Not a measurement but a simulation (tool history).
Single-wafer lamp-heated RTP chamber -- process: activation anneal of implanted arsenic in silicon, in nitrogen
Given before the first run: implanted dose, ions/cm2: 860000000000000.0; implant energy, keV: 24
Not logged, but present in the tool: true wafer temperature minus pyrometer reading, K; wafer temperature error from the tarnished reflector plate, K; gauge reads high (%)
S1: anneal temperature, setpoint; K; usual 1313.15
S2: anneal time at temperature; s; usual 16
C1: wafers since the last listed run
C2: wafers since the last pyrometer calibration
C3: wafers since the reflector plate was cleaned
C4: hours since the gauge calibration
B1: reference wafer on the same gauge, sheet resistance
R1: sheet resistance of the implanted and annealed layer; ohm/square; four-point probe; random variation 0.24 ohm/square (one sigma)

run 1 hour=0.0 | S1=1313.15 S2=16 | C1=0 C2=572 C3=701 C4=689.8 | B1=114.96 | R1=127.23
-- hour=12.4 gauge calibrated
run 2 hour=46.6 | S1=1321.15 S2=16 | C1=708 C2=1281 C3=1410 C4=34.2 | B1=115.01 | R1=126.15
run 3 hour=88.1 | S1=1321.15 S2=16 | C1=631 C2=1912 C3=2041 C4=75.7 | B1=115.07 | R1=125.59
run 4 hour=152.3 | S1=1313.15 S2=16 | C1=976 C2=2888 C3=3018 C4=139.9 | B1=114.99 | R1=126.54
run 5 hour=197.5 | S1=1306.15 S2=13 | C1=687 C2=3576 C3=3705 C4=185.1 | B1=115.07 | R1=128.31
run 6 hour=235.7 | S1=1306.15 S2=13 | C1=580 C2=4157 C3=4286 C4=223.3 | B1=115.05 | R1=128.61
run 7 hour=305.7 | S1=1306.15 S2=13 | C1=1064 C2=5221 C3=5351 C4=293.3 | B1=114.92 | R1=127.99
run 8 hour=340.6 | S1=1313.15 S2=16 | C1=530 C2=5752 C3=5881 C4=328.2 | B1=115.00 | R1=125.77
run 9 hour=364.7 | S1=1313.15 S2=16 | C1=366 C2=6119 C3=6248 C4=352.3 | B1=115.03 | R1=125.37
-- hour=391.1 pyrometer window cleaned and pyrometer calibrated
run 10 hour=401.5 | S1=1313.15 S2=12 | C1=438 C2=158 C3=6686 C4=389.1 | B1=115.05 | R1=128.46
run 11 hour=464.8 | S1=1313.15 S2=12 | C1=962 C2=1121 C3=7649 C4=452.4 | B1=114.97 | R1=128.48
run 12 hour=516.9 | S1=1326.15 S2=20 | C1=792 C2=1913 C3=8441 C4=504.5 | B1=115.01 | R1=122.54
run 13 hour=563.4 | S1=1324.15 S2=16 | C1=707 C2=2621 C3=9148 C4=551.0 | B1=115.02 | R1=123.88
run 14 hour=600.7 | S1=1313.15 S2=16 | C1=567 C2=3188 C3=9716 C4=588.3 | B1=114.98 | R1=126.01
run 15 hour=634.9 | S1=1290.15 S2=13 | C1=520 C2=3708 C3=10236 C4=622.5 | B1=115.03 | R1=130.58
-- hour=662.2 gauge calibrated
-- hour=673.8 reflector plate cleaned
run 16 hour=676.5 | S1=1313.15 S2=16 | C1=511 C2=4219 C3=40 C4=14.3 | B1=114.94 | R1=125.99
run 17 hour=715.5 | S1=1302.15 S2=20 | C1=593 C2=4812 C3=634 C4=53.3 | B1=114.99 | R1=126.30
run 18 hour=764.5 | S1=1313.15 S2=9 | C1=745 C2=5558 C3=1379 C4=102.3 | B1=115.01 | R1=129.90
-- hour=820.0 pyrometer window cleaned and pyrometer calibrated
run 19 hour=822.4 | S1=1313.15 S2=16 | C1=758 C2=36 C3=2138 C4=160.2 | B1=115.01 | R1=126.74
run 20 hour=866.7 | S1=1305.15 S2=22 | C1=673 C2=710 C3=2811 C4=204.5 | B1=114.98 | R1=125.52
run 21 hour=924.4 | S1=1313.15 S2=16 | C1=877 C2=1587 C3=3689 C4=262.2 | B1=115.01 | R1=126.59
run 22 hour=964.8 | S1=1291.15 S2=20 | C1=614 C2=2202 C3=4303 C4=302.6 | B1=114.99 | R1=128.02

Below are 4 alternative next runs, each starting from the tool's condition after run 22. Predict each:
run A hour=965.2 | S1=1331.15 S2=16 | C1=6 C2=2208 C3=4310 C4=303.0 | B1=? | R1=?
run B hour=965.2 | S1=1295.15 S2=24 | C1=6 C2=2208 C3=4310 C4=303.0 | B1=? | R1=?
run C hour=965.2 | S1=1313.15 S2=24 | C1=6 C2=2208 C3=4310 C4=303.0 | B1=? | R1=?
run D hour=965.2 | S1=1291.15 S2=24 | C1=6 C2=2208 C3=4310 C4=303.0 | B1=? | R1=?

run=A B1=115.04 R1=123.17
run=B B1=115.04 R1=125.72
run=C B1=115.04 R1=123.00
run=D B1=115.04 R1=126.32
Without the tool's hidden state the same runs would have given:
run=A R1=124.73
run=B R1=127.31
run=C R1=124.57
run=D R1=127.94

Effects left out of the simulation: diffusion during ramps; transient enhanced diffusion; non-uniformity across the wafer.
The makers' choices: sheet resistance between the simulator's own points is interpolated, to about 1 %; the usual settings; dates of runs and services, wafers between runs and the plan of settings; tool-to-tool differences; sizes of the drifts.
